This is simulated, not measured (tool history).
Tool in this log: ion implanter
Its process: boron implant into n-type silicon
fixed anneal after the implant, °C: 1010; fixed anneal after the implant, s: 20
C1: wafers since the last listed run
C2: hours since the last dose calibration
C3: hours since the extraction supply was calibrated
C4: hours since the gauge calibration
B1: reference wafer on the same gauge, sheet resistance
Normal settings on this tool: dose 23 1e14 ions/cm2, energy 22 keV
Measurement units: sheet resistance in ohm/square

Run 1, day 0: usual settings but dose 25.29 1e14 ions/cm2, energy 16.5 keV; C1 0; C2 246.6; C3 3091.8; C4 1476.9; B1 72.89. Result: sheet resistance 68.88 ohm/square.
Run 2, day 1.892: usual settings but dose 20.56 1e14 ions/cm2; C1 569; C2 292; C3 3137.2; C4 1522.3; B1 73. Result: sheet resistance 67.24 ohm/square.
Run 3, day 4.796: usual settings but dose 20.56 1e14 ions/cm2; C1 874; C2 361.7; C3 3206.9; C4 1592; B1 72.87. Result: sheet resistance 67.25 ohm/square.
Run 4, day 7.342: usual settings but dose 20.56 1e14 ions/cm2; C1 766; C2 422.8; C3 3268; C4 1653.1; B1 72.94. Result: sheet resistance 66.53 ohm/square.
Run 5, day 10.158: usual settings but dose 19.79 1e14 ions/cm2, energy 16.5 keV; C1 847; C2 490.4; C3 3335.6; C4 1720.7; B1 73. Result: sheet resistance 74.49 ohm/square.
Run 6, day 11.962: usual settings but dose 19.79 1e14 ions/cm2, energy 16.5 keV; C1 543; C2 533.7; C3 3378.9; C4 1764; B1 72.96. Result: sheet resistance 74.44 ohm/square.
Run 7, day 13.358: usual settings but dose 19.79 1e14 ions/cm2, energy 16.5 keV; C1 420; C2 567.2; C3 3412.4; C4 1797.5; B1 72.86. Result: sheet resistance 73.47 ohm/square.
At day 16.275: Faraday cup replaced and dose calibrated.
Run 8, day 16.296: usual settings; C1 783; C2 0.5; C3 3482.9; C4 1868; B1 72.94. Result: sheet resistance 64.2 ohm/square.
Run 9, day 18.362: usual settings but dose 20.38 1e14 ions/cm2; C1 622; C2 50.1; C3 3532.5; C4 1917.6; B1 72.92. Result: sheet resistance 68.47 ohm/square.
Run 10, day 20.471: usual settings but dose 20.38 1e14 ions/cm2; C1 634; C2 100.7; C3 3583.1; C4 1968.2; B1 73.05. Result: sheet resistance 67.83 ohm/square.
Run 11, day 22.229: usual settings but dose 20.38 1e14 ions/cm2; C1 529; C2 142.9; C3 3625.3; C4 2010.4; B1 72.96. Result: sheet resistance 68.37 ohm/square.
Run 12, day 24.058: usual settings but energy 18 keV; C1 550; C2 186.8; C3 3669.2; C4 2054.3; B1 72.82. Result: sheet resistance 68.27 ohm/square.
Run 13, day 26.329: usual settings; C1 683; C2 241.3; C3 3723.7; C4 2108.8; B1 72.78. Result: sheet resistance 63.16 ohm/square.
Run 14, day 28.192: usual settings; C1 560; C2 286; C3 3768.4; C4 2153.5; B1 72.96. Result: sheet resistance 63.44 ohm/square.
At day 28.933: gauge calibrated.
Run 15, day 30.742: usual settings; C1 767; C2 347.2; C3 3829.6; C4 43.4; B1 72.85. Result: sheet resistance 63.52 ohm/square.
Run 16, day 32.212: usual settings but dose 24.66 1e14 ions/cm2, energy 24 keV; C1 442; C2 382.5; C3 3864.9; C4 78.7; B1 72.92. Result: sheet resistance 59.35 ohm/square.
Run 17, day 33.233: usual settings but dose 24.66 1e14 ions/cm2, energy 24 keV; C1 307; C2 407; C3 3889.4; C4 103.2; B1 72.89. Result: sheet resistance 59.31 ohm/square.
At day 36.362: extraction supply calibrated.
Run 18, day 36.383: usual settings but dose 29.5 1e14 ions/cm2, energy 17.5 keV; C1 847; C2 482.6; C3 0.5; C4 178.8; B1 72.87. Result: sheet resistance 63.27 ohm/square.
At day 37.829: Faraday cup replaced and dose calibrated.
Run 19, day 38.471: usual settings; C1 528; C2 15.4; C3 50.6; C4 228.9; B1 72.82. Result: sheet resistance 63.72 ohm/square.
Run 20, day 40.204: usual settings but dose 26.89 1e14 ions/cm2, energy 18.5 keV; C1 521; C2 57; C3 92.2; C4 270.5; B1 72.93. Result: sheet resistance 63.71 ohm/square.
Run 21, day 43.008: usual settings but dose 18.22 1e14 ions/cm2, energy 27.5 keV; C1 844; C2 124.3; C3 159.5; C4 337.8; B1 72.86. Result: sheet resistance 69.77 ohm/square.
Run 22, day 45.671: usual settings; C1 801; C2 188.2; C3 223.4; C4 401.7; B1 72.86. Result: sheet resistance 63.59 ohm/square.
Run 23, day 47.804: usual settings but dose 26.22 1e14 ions/cm2, energy 16.5 keV; C1 642; C2 239.4; C3 274.6; C4 452.9; B1 72.85. Result: sheet resistance 67.78 ohm/square.
Run 24, day 50.108: usual settings but dose 20.56 1e14 ions/cm2; C1 693; C2 294.7; C3 329.9; C4 508.2; B1 72.96. Result: sheet resistance 67.15 ohm/square.
Run 25, day 51.846: usual settings but dose 18.32 1e14 ions/cm2, energy 15 keV; C1 523; C2 336.4; C3 371.6; C4 549.9; B1 72.87. Result: sheet resistance 79.89 ohm/square.
Run 26, day 54.529: usual settings but dose 20.56 1e14 ions/cm2; C1 807; C2 400.8; C3 436; C4 614.3; B1 72.88. Result: sheet resistance 66.71 ohm/square.
Run 27, day 57.442: usual settings but energy 19.5 keV; C1 876; C2 470.7; C3 505.9; C4 684.2; B1 72.95. Result: sheet resistance 65.51 ohm/square.
At day 58.367: Faraday cup replaced and dose calibrated.
Run 28, day 58.504: usual settings but dose 16.29 1e14 ions/cm2, energy 19 keV; C1 219; C2 3.3; C3 531.4; C4 709.7; B1 72.97. Result: sheet resistance 80.46 ohm/square.
Run 29, day 60.562: usual settings but dose 17.23 1e14 ions/cm2, energy 29.5 keV; C1 619; C2 52.7; C3 580.8; C4 759.1; B1 73.01. Result: sheet resistance 72.34 ohm/square.
Run 30, day 62.329: usual settings; C1 531; C2 95.1; C3 623.2; C4 801.5; B1 72.95. Result: sheet resistance 64.72 ohm/square.
Run 31, day 63.346: usual settings but dose 26 1e14 ions/cm2, energy 29 keV; C1 306; C2 119.5; C3 647.6; C4 825.9; B1 72.94. Result: sheet resistance 54.98 ohm/square.
Run 32, day 65.75: usual settings but dose 26.09 1e14 ions/cm2, energy 26.5 keV; C1 723; C2 177.2; C3 705.3; C4 883.6; B1 73.02. Result: sheet resistance 56.61 ohm/square.
Run 33, day 68.542: usual settings but dose 17.44 1e14 ions/cm2, energy 16 keV; C1 840; C2 244.2; C3 772.3; C4 950.6; B1 72.95. Result: sheet resistance 80.62 ohm/square.
Run 34, day 70.738: usual settings but dose 16.74 1e14 ions/cm2; C1 660; C2 296.9; C3 825; C4 1003.3; B1 72.96. Result: sheet resistance 75.7 ohm/square.
Run 35, day 72.412: usual settings but dose 19.41 1e14 ions/cm2, energy 14.5 keV; C1 504; C2 337.1; C3 865.2; C4 1043.5; B1 72.97. Result: sheet resistance 79.36 ohm/square.

Here are 3 independent what-if runs from the current tool condition. What would each one return?
Run A, day 72.429: usual settings; C1 5; C2 337.5; C3 865.6; C4 1043.9; B1 ?. Result: sheet resistance ?.
Run B, day 72.429: usual settings but dose 25.6 1e14 ions/cm2, energy 20 keV; C1 5; C2 337.5; C3 865.6; C4 1043.9; B1 ?. Result: sheet resistance ?.
Run C, day 72.429: usual settings but energy 28 keV; C1 5; C2 337.5; C3 865.6; C4 1043.9; B1 ?. Result: sheet resistance ?.

run     B1  sheet resistance
  A  72.87             63.39
  B  72.87             62.65
  C  72.87             59.28
With the hidden condition removed and each run's random variation left untouched, the same runs would have given:
run  sheet resistance
  A             64.03
  B             63.15
  C             59.99
